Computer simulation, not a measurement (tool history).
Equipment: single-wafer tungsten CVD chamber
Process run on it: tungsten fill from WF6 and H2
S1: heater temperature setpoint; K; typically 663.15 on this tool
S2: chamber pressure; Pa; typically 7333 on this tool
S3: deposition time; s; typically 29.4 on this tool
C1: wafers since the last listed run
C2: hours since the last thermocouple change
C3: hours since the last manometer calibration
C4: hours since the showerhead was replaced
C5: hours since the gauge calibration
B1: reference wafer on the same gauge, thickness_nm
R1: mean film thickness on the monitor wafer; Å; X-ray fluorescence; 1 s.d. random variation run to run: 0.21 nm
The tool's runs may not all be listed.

run    hour      S1    S2    S3    C1      C2      C3      C4      C5      B1       R1
  1       0  659.15  7333  29.4     0  1018.6   567.4    4931  1227.4  88.041   920.84
  2    89.5  659.15  7333  29.4  1882  1108.1   656.9  5020.5  1316.9  87.969   924.05
  3   167.6  659.15  7333  29.4  1642  1186.2     735  5098.6    1395  87.994   921.57
  4   268.3  663.15  7333  31.7  2118  1286.9   835.7  5199.3  1495.7  87.958  1088.22
  5   322.5  663.15  7333  32.1  1140  1341.1   889.9  5253.5  1549.9  87.976  1108.11
  6   432.1  663.15  7333  32.1  2305  1450.7   999.5  5363.1  1659.5  88.056  1103.01
  7   485.3  663.15  7333  32.1  1119  1503.9  1052.7  5416.3  1712.7  87.949   1102.3
  8   548.3  658.15  7333  26.9  1325  1566.9  1115.7  5479.3  1775.7  87.979   827.91
  9   638.8  658.15  7333  26.9  1903  1657.4  1206.2  5569.8  1866.2  87.938   829.04
 10   693.3  658.15  7333  26.9  1146  1711.9  1260.7  5624.3  1920.7  88.055   827.33
 11   755.7  663.15  7333  29.4  1312  1774.3  1323.1  5686.7  1983.1   87.97  1009.03
 12   821.1  663.15  7333  29.4  1375  1839.7  1388.5  5752.1  2048.5  87.977  1010.93
      848.4  -- thermocouple changed; heater temperature recalibrated
      862.2  -- gauge calibrated
 13   922.1  671.15  6759  29.4  1956    73.7  1489.5  5853.1    59.9  88.051   1153.4
 14   988.8  671.15  6759  29.4  1403   140.4  1556.2  5919.8   126.6  88.032  1153.93
 15  1065.7  671.15  6759  29.4  1617   217.3  1633.1  5996.7   203.5  87.992  1148.85
 16  1153.5  663.15  7333  29.4  1847   305.1  1720.9  6084.5   291.3  87.935   995.87
 17  1226.7  671.15  7333  32.5  1539   378.3  1794.1  6157.7   364.5  88.004  1310.31
 18  1298.9  663.15  7813  23.7  1518   450.5  1866.3  6229.9   436.7   88.06   818.99
 19  1358.3  655.15  6453  31.8  1249   509.9  1925.7  6289.3   496.1  88.002   865.35
 20  1398.7  663.15  7333  29.4   849   550.3  1966.1  6329.7   536.5  88.016   999.49
 21  1456.4  676.15  7333  29.4  1213     608  2023.8  6387.4   594.2  87.972  1310.45
 22  1551.6  663.15  7333  29.4  2002   703.2    2119  6482.6   689.4  87.977   995.45
 23    1596  663.15  7333  29.4   934   747.6  2163.4    6527   733.8   88.01  1000.13
 24  1643.7  663.15  7333  29.4  1003   795.3  2211.1  6574.7   781.5  87.996    999.1
     1670.9  -- showerhead replaced
 25    1682  663.15  7333  29.4   637   833.6  2249.4    11.1   819.8  87.965   996.91
     1736.2  -- capacitance manometer re-zeroed and calibrated
 26  1783.8  663.15  7333  29.4  1973   935.4    47.6   112.9   921.6  88.001     1015
 27  1885.1  663.15  6413  29.4  2131  1036.7   148.9   214.2  1022.9  88.036   973.39
 28  1976.7  677.15  8026    26  1926  1128.3   240.5   305.8  1114.5  88.041  1237.55
 29  2020.8  673.15  7333  29.4   927  1172.4   284.6   349.9  1158.6  87.933  1253.28
 30  2068.2  663.15  6693    24   997  1219.8     332   397.3    1206  88.007   805.24
 31  2118.4  676.15  7333  33.8  1056    1270   382.2   447.5  1256.2  88.026  1538.73
 32  2197.5  653.15  7333  29.4  1664  1349.1   461.3   526.6  1335.3  87.982   808.99

Across each entry between runs, compare the hidden state at the last listed run before it with the hidden state at the first listed run after it:
Between runs 12 and 13: thermocouple changed; heater temperature recalibrated (hour 848.4); gauge calibrated (hour 862.2)
  wafer temperature above the value expected at the setpoint (K): 0.617 -> -0.0392; true pressure above the setpoint (%): -2.69 -> -2.89
  the result without the hidden state subtracted from the measured one, R1: +4.93 -> -11.72 Å
Between runs 24 and 25: showerhead replaced (hour 1670.9)
  wafer temperature above the value expected at the setpoint (K): 0.233 -> 0.247; true pressure above the setpoint (%): -4.35 -> -4.42
  the result without the hidden state subtracted from the measured one, R1: -8.88 -> -8.8 Å
Between runs 25 and 26: capacitance manometer re-zeroed and calibrated (hour 1736.2)
  wafer temperature above the value expected at the setpoint (K): 0.247 -> 0.285; true pressure above the setpoint (%): -4.42 -> 0.0437
  the result without the hidden state subtracted from the measured one, R1: -8.8 -> +6.42 Å

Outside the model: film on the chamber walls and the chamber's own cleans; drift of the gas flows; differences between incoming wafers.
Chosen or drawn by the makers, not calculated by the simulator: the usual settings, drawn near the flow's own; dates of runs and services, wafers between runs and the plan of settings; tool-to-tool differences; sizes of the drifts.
